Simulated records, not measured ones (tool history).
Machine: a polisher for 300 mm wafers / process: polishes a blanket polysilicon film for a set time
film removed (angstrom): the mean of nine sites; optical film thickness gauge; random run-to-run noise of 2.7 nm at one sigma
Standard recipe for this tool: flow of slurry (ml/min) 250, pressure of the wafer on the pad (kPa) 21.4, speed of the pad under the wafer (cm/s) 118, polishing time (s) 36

run,hour,flow of slurry (ml/min),pressure of the wafer on the pad (kPa),speed of the pad under the wafer (cm/s),polishing time (s),"incoming thickness of the incoming film, nm",film removed (angstrom)
1,0,250,21.4,118,36,1460.3,3459
2,48.7,310,21.4,118,36,1455.7,3693
3,240.1,270,21.4,118,36,1449.3,3640
4,329.8,250,21.4,118,36,1442.5,3572
5,602.7,250,21.4,118,36,1473.8,3630
6,648.2,250,21.4,118,36,1458.3,3575
7,721,250,21.4,118,36,1445.8,3577
8,825.6,250,21.4,118,36,1460.1,3528
9,862.1,250,21.4,118,36,1464.9,3489
10,964.4,250,21.4,118,36,1471.8,3490
11,1037.9,250,24.8,118,36,1455.4,4097
12,1134,250,21.4,118,36,1480.1,3787
13,1216.5,250,21.4,118,36,1479.5,3676
14,1261.3,250,21.4,118,36,1461.5,3620
15,1340.2,250,25.5,118,36,1469.9,4310
16,1379.2,250,21.4,118,36,1444.5,3583
17,1485.6,250,21.4,118,36,1460.3,3517
18,1534.9,325,21.4,138,32,1442.6,3728
19,1610.4,170,16.5,138,26,1454.3,2227
20,1675.9,250,21.4,118,36,1474.1,3511
21,1745.9,250,25.5,118,36,1463.4,4293
22,1805.2,250,24.1,118,27,1457,3039
23,1857.1,195,18.6,96,23,1476,1561
24,1935.2,300,17.2,90,41,1467.5,2485
25,1977.4,250,13.8,118,41,1446.9,2584
26,2047.1,250,21.4,118,30,1448.6,2908
27,2147.3,330,21.4,118,36,1465.1,3582
28,2208.6,225,21.4,118,36,1452.5,3511
29,2286,250,21.4,118,36,1439.5,3749
30,2337,295,24.1,118,43,1459.6,4987
31,2440.6,280,21.4,118,36,1455.5,3616
32,2523.7,220,26.2,118,47,1478.5,5672
33,2615.9,250,21.4,118,36,1457.7,3504
34,2719.8,250,21.4,118,46,1463,4485

Taken out of this log: 13 entries between the listed runs. Where each belongs, and how the hidden state differs across it:
Between runs 1 and 2: worn pad replaced by a new one (hour 48.2)
  removal rate lost through wear of the pad, %: 5.01 -> 0.304; deviation of the head's pressure from its setpoint, %: -3.57 -> -3.73
  measured minus no-state result, film removed (angstrom): -318 -> -155
Between runs 2 and 3: head pressure recalibrated (hour 97.8)
  removal rate lost through wear of the pad, %: 0.304 -> 3.71; deviation of the head's pressure from its setpoint, %: -3.73 -> -0.332
  measured minus no-state result, film removed (angstrom): -155 -> -153
Between runs 3 and 4: slurry nozzle cleaned (hour 324.7)
  removal rate lost through wear of the pad, %: 3.71 -> 4.41; deviation of the head's pressure from its setpoint, %: -0.332 -> -0.625
  measured minus no-state result, film removed (angstrom): -153 -> -188
Between runs 4 and 5: worn pad replaced by a new one (hour 560.9)
  removal rate lost through wear of the pad, %: 4.41 -> 1.11; deviation of the head's pressure from its setpoint, %: -0.625 -> -1.52
  measured minus no-state result, film removed (angstrom): -188 -> -97
Between runs 9 and 10: slurry nozzle cleaned (hour 935.8)
  removal rate lost through wear of the pad, %: 4.27 -> 4.7; deviation of the head's pressure from its setpoint, %: -2.37 -> -2.7
  measured minus no-state result, film removed (angstrom): -244 -> -274
Between runs 11 and 12: head pressure recalibrated (hour 1110.1); worn pad replaced by a new one (hour 1133.5)
  removal rate lost through wear of the pad, %: 4.89 -> 0.363; deviation of the head's pressure from its setpoint, %: -2.94 -> 0.153
  measured minus no-state result, film removed (angstrom): -342 -> -8
Between runs 16 and 17: slurry nozzle cleaned (hour 1423.3)
  removal rate lost through wear of the pad, %: 4.23 -> 4.83; deviation of the head's pressure from its setpoint, %: -0.649 -> -0.997
  measured minus no-state result, film removed (angstrom): -183 -> -216
Between runs 20 and 21: worn pad replaced by a new one (hour 1685)
  removal rate lost through wear of the pad, %: 5.32 -> 1.94; deviation of the head's pressure from its setpoint, %: -1.62 -> -1.85
  measured minus no-state result, film removed (angstrom): -258 -> -167
Between runs 23 and 24: slurry nozzle cleaned (hour 1895.6)
  removal rate lost through wear of the pad, %: 3.65 -> 4.36; deviation of the head's pressure from its setpoint, %: -2.21 -> -2.47
  measured minus no-state result, film removed (angstrom): -96 -> -179
Between runs 26 and 27: head pressure recalibrated (hour 2103.2)
  removal rate lost through wear of the pad, %: 4.96 -> 5.26; deviation of the head's pressure from its setpoint, %: -2.83 -> -0.17
  measured minus no-state result, film removed (angstrom): -241 -> -206
Between runs 28 and 29: worn pad replaced by a new one (hour 2279.3)
  removal rate lost through wear of the pad, %: 5.38 -> 0.211; deviation of the head's pressure from its setpoint, %: -0.371 -> -0.624
  measured minus no-state result, film removed (angstrom): -214 -> -32
Between runs 30 and 31: slurry nozzle cleaned (hour 2423.3)
  removal rate lost through wear of the pad, %: 1.45 -> 3.1; deviation of the head's pressure from its setpoint, %: -0.791 -> -1.13
  measured minus no-state result, film removed (angstrom): -114 -> -158
